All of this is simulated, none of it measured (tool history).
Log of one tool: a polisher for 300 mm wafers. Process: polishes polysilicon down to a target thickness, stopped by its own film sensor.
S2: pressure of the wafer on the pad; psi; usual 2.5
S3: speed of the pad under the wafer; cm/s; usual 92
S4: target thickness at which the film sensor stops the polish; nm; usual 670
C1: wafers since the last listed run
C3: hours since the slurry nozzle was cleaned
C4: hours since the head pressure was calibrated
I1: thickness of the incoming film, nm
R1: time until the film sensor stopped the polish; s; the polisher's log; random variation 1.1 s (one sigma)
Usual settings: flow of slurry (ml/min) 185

Run 1, hour 0: usual settings; C1 0; wafers polished on this pad 56; C3 278.9; C4 167.7; I1 1129.2. Result: R1 55.5 s.
Run 2, hour 63.2: usual settings; C1 765; wafers polished on this pad 822; C3 342.1; C4 230.9; I1 1117. Result: R1 56.2 s.
Run 3, hour 129.9: usual settings; C1 808; wafers polished on this pad 1631; C3 408.8; C4 297.6; I1 1128.7. Result: R1 56.3 s.
At hour 155.6: worn pad replaced by a new one.
Run 4, hour 184.4: usual settings but S3 66 cm/s; C1 611; wafers polished on this pad 348; C3 463.3; C4 352.1; I1 1107.1. Result: R1 74.7 s.
Run 5, hour 208.9: usual settings but S3 66 cm/s; C1 296; wafers polished on this pad 645; C3 487.8; C4 376.6; I1 1104.1. Result: R1 72.4 s.
Run 6, hour 274.3: usual settings but S3 66 cm/s; C1 792; wafers polished on this pad 1438; C3 553.2; C4 442; I1 1128.8. Result: R1 78.4 s.
At hour 325.5: worn pad replaced by a new one.
Run 7, hour 370.8: usual settings; C1 1120; wafers polished on this pad 548; C3 649.7; C4 538.5; I1 1098.8. Result: R1 52.1 s.
At hour 373.5: head pressure recalibrated.
Run 8, hour 411.9: usual settings; C1 473; wafers polished on this pad 1022; C3 690.8; C4 38.4; I1 1114.6. Result: R1 57.3 s.
Run 9, hour 454.4: usual settings but S3 116 cm/s, S4 755 nm; C1 515; wafers polished on this pad 1537; C3 733.3; C4 80.9; I1 1113.6. Result: R1 35.8 s.
At hour 475.9: worn pad replaced by a new one.
At hour 490.3: slurry nozzle cleaned.
Run 10, hour 502.8: usual settings but S2 2.1 psi, S4 740 nm; C1 525; wafers polished on this pad 314; C3 12.5; C4 129.3; I1 1138.7. Result: R1 60.1 s.
Run 11, hour 534.9: usual settings but S3 112 cm/s, S4 610 nm; C1 388; wafers polished on this pad 703; C3 44.6; C4 161.4; I1 1118.1. Result: R1 53.4 s.
Run 12, hour 591.5: usual settings but S2 2.8 psi; C1 685; wafers polished on this pad 1389; C3 101.2; C4 218; I1 1125. Result: R1 51.5 s.
At hour 632.7: worn pad replaced by a new one.
Run 13, hour 637.4: usual settings; C1 507; wafers polished on this pad 57; C3 147.1; C4 263.9; I1 1097.4. Result: R1 53.6 s.
Run 14, hour 695.1: usual settings but S2 3.1 psi; C1 699; wafers polished on this pad 756; C3 204.8; C4 321.6; I1 1118.7. Result: R1 45.7 s.
Run 15, hour 762.9: usual settings but flow of slurry (ml/min) 235, S2 3.1 psi, S3 116 cm/s, S4 630 nm; C1 821; wafers polished on this pad 1578; C3 272.6; C4 389.4; I1 1113.4. Result: R1 38.3 s.

5 ways to go on from here, each from the tool as it stands after run 15. What would each give?
Run A, hour 763.3: usual settings; C1 4; wafers polished on this pad 1583; C3 273; C4 389.8; I1 1129.9. Result: R1 ?.
Run B, hour 763.3: usual settings but flow of slurry (ml/min) 210, S2 2.2 psi; C1 4; wafers polished on this pad 1583; C3 273; C4 389.8; I1 1129.9. Result: R1 ?.
Run C, hour 763.3: usual settings but S3 64 cm/s; C1 4; wafers polished on this pad 1583; C3 273; C4 389.8; I1 1129.9. Result: R1 ?.
Run D, hour 763.3: usual settings but flow of slurry (ml/min) 215, S3 100 cm/s; C1 4; wafers polished on this pad 1583; C3 273; C4 389.8; I1 1129.9. Result: R1 ?.
Run E, hour 763.3: usual settings but flow of slurry (ml/min) 150, S2 2.1 psi, S4 729 nm; C1 4; wafers polished on this pad 1583; C3 273; C4 389.8; I1 1129.9. Result: R1 ?.

run    R1
  A  57.2
  B  63.8
  C  80.8
  D  51.7
  E  61.6
Without the tool's hidden state the same runs would have given:
run    R1
  A  57.2
  B  63.8
  C  80.8
  D  51.7
  E  61.6
